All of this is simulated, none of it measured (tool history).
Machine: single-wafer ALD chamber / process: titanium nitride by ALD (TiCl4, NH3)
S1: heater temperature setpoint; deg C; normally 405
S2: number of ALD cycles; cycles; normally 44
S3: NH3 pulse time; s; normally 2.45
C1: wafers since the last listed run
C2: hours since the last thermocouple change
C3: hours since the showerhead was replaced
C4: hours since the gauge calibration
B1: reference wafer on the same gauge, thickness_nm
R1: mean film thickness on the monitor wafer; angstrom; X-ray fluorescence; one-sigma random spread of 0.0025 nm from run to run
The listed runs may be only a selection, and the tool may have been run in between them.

| run | hour | S1 | S2 | S3 | C1 | C2 | C3 | C4 | B1 | R1 |
|---|---|---|---|---|---|---|---|---|---|---|
| 1 | 0.0 | 405 | 44 | 2.45 | 0 | 631.7 | 4958.7 | 322.5 | 0.829 | 9.98 |
| 2 | 11.5 | 405 | 44 | 2.45 | 61 | 643.2 | 4970.2 | 334.0 | 0.828 | 9.93 |
| 3 | 19.5 | 405 | 44 | 2.45 | 42 | 651.2 | 4978.2 | 342.0 | 0.829 | 9.98 |
| 4 | 45.8 | 405 | 44 | 2.45 | 140 | 677.5 | 5004.5 | 368.3 | 0.830 | 9.98 |
| 5 | 58.6 | 405 | 44 | 2.45 | 68 | 690.3 | 5017.3 | 381.1 | 0.829 | 9.94 |
| 6 | 73.7 | 405 | 39 | 2.45 | 80 | 705.4 | 5032.4 | 396.2 | 0.828 | 8.82 |
| 7 | 85.4 | 405 | 39 | 2.45 | 62 | 717.1 | 5044.1 | 407.9 | 0.829 | 8.83 |
| 8 | 93.3 | 405 | 44 | 2.45 | 42 | 725.0 | 5052.0 | 415.8 | 0.829 | 10.00 |
| 9 | 106.4 | 405 | 44 | 3.13 | 70 | 738.1 | 5065.1 | 428.9 | 0.829 | 10.04 |
| 10 | 113.9 | 405 | 44 | 2.45 | 40 | 745.6 | 5072.6 | 436.4 | 0.828 | 9.98 |
| 11 | 123.2 | 405 | 44 | 2.45 | 49 | 754.9 | 5081.9 | 445.7 | 0.829 | 10.00 |
| 12 | 131.0 | 405 | 44 | 2.45 | 41 | 762.7 | 5089.7 | 453.5 | 0.830 | 9.98 |
| 13 | 138.4 | 405 | 44 | 2.45 | 39 | 770.1 | 5097.1 | 460.9 | 0.830 | 9.97 |
| 14 | 155.7 | 405 | 44 | 2.45 | 92 | 787.4 | 5114.4 | 478.2 | 0.829 | 9.97 |
| 15 | 171.5 | 405 | 44 | 2.45 | 84 | 803.2 | 5130.2 | 494.0 | 0.828 | 9.99 |
| 16 | 177.9 | 405 | 44 | 2.45 | 34 | 809.6 | 5136.6 | 500.4 | 0.829 | 9.97 |
| 17 | 194.2 | 405 | 51 | 2.45 | 87 | 825.9 | 5152.9 | 516.7 | 0.829 | 11.52 |
| 18 | 203.8 | 405 | 46 | 2.45 | 51 | 835.5 | 5162.5 | 526.3 | 0.828 | 10.40 |
| 19 | 216.4 | 402 | 44 | 2.45 | 67 | 848.1 | 5175.1 | 538.9 | 0.829 | 9.96 |
| 20 | 269.1 | 397 | 36 | 2.86 | 281 | 900.8 | 5227.8 | 591.6 | 0.830 | 8.18 |
| 21 | 278.9 | 405 | 44 | 2.45 | 52 | 910.6 | 5237.6 | 601.4 | 0.831 | 9.97 |
| 22 | 291.1 | 405 | 44 | 2.45 | 65 | 922.8 | 5249.8 | 613.6 | 0.830 | 9.98 |
| 23 | 300.4 | 405 | 41 | 1.55 | 49 | 932.1 | 5259.1 | 622.9 | 0.828 | 9.14 |
|  | 312.3 | showerhead replaced |
| 24 | 312.8 | 394 | 44 | 2.45 | 23 | 944.5 | 0.5 | 635.3 | 0.829 | 9.89 |
| 25 | 321.9 | 416 | 39 | 3.14 | 48 | 953.6 | 9.6 | 644.4 | 0.829 | 8.92 |
| 26 | 329.9 | 414 | 52 | 2.06 | 42 | 961.6 | 17.6 | 652.4 | 0.829 | 11.76 |
|  | 340.7 | gauge calibrated |
| 27 | 345.3 | 405 | 44 | 2.45 | 82 | 977.0 | 33.0 | 4.6 | 0.829 | 9.98 |
| 28 | 357.7 | 405 | 50 | 2.45 | 66 | 989.4 | 45.4 | 17.0 | 0.829 | 11.34 |
| 29 | 374.6 | 405 | 44 | 2.45 | 90 | 1006.3 | 62.3 | 33.9 | 0.830 | 9.99 |
|  | 388.5 | thermocouple changed; heater temperature recalibrated |
| 30 | 389.0 | 411 | 40 | 2.03 | 34 | 0.5 | 76.7 | 48.3 | 0.830 | 9.03 |
| 31 | 394.4 | 405 | 44 | 2.45 | 28 | 5.9 | 82.1 | 53.7 | 0.827 | 9.94 |
| 32 | 409.8 | 396 | 44 | 2.45 | 82 | 21.3 | 97.5 | 69.1 | 0.829 | 9.93 |
| 33 | 426.2 | 405 | 44 | 2.45 | 87 | 37.7 | 113.9 | 85.5 | 0.829 | 9.96 |
| 34 | 463.2 | 405 | 48 | 3.16 | 197 | 74.7 | 150.9 | 122.5 | 0.829 | 10.95 |
| 35 | 477.3 | 405 | 49 | 3.14 | 75 | 88.8 | 165.0 | 136.6 | 0.830 | 11.17 |
| 36 | 492.2 | 413 | 44 | 2.45 | 79 | 103.7 | 179.9 | 151.5 | 0.827 | 9.95 |
| 37 | 504.1 | 418 | 52 | 1.73 | 63 | 115.6 | 191.8 | 163.4 | 0.829 | 11.74 |
| 38 | 519.9 | 405 | 44 | 2.45 | 84 | 131.4 | 207.6 | 179.2 | 0.830 | 10.02 |
| 39 | 526.2 | 412 | 41 | 2.79 | 33 | 137.7 | 213.9 | 185.5 | 0.829 | 9.31 |

Forecast each of these 5 alternatives for the next run:
| A | 526.7 | 405 | 44 | 1.82 | 2 | 138.2 | 214.4 | 186.0 | ? | ? |
| B | 526.7 | 399 | 36 | 2.45 | 2 | 138.2 | 214.4 | 186.0 | ? | ? |
| C | 526.7 | 398 | 40 | 2.45 | 2 | 138.2 | 214.4 | 186.0 | ? | ? |
| D | 526.7 | 405 | 44 | 2.70 | 2 | 138.2 | 214.4 | 186.0 | ? | ? |
| E | 526.7 | 417 | 44 | 2.45 | 2 | 138.2 | 214.4 | 186.0 | ? | ? |

| run | B1 | R1 |
|---|---|---|
| A | 0.829 | 9.88 |
| B | 0.829 | 8.14 |
| C | 0.829 | 9.04 |
| D | 0.829 | 10.00 |
| E | 0.829 | 10.01 |
With the hidden condition removed and each run's random variation left untouched, the same runs would have given:
| run | R1 |
|---|---|
| A | 9.88 |
| B | 8.14 |
| C | 9.04 |
| D | 10.00 |
| E | 10.01 |

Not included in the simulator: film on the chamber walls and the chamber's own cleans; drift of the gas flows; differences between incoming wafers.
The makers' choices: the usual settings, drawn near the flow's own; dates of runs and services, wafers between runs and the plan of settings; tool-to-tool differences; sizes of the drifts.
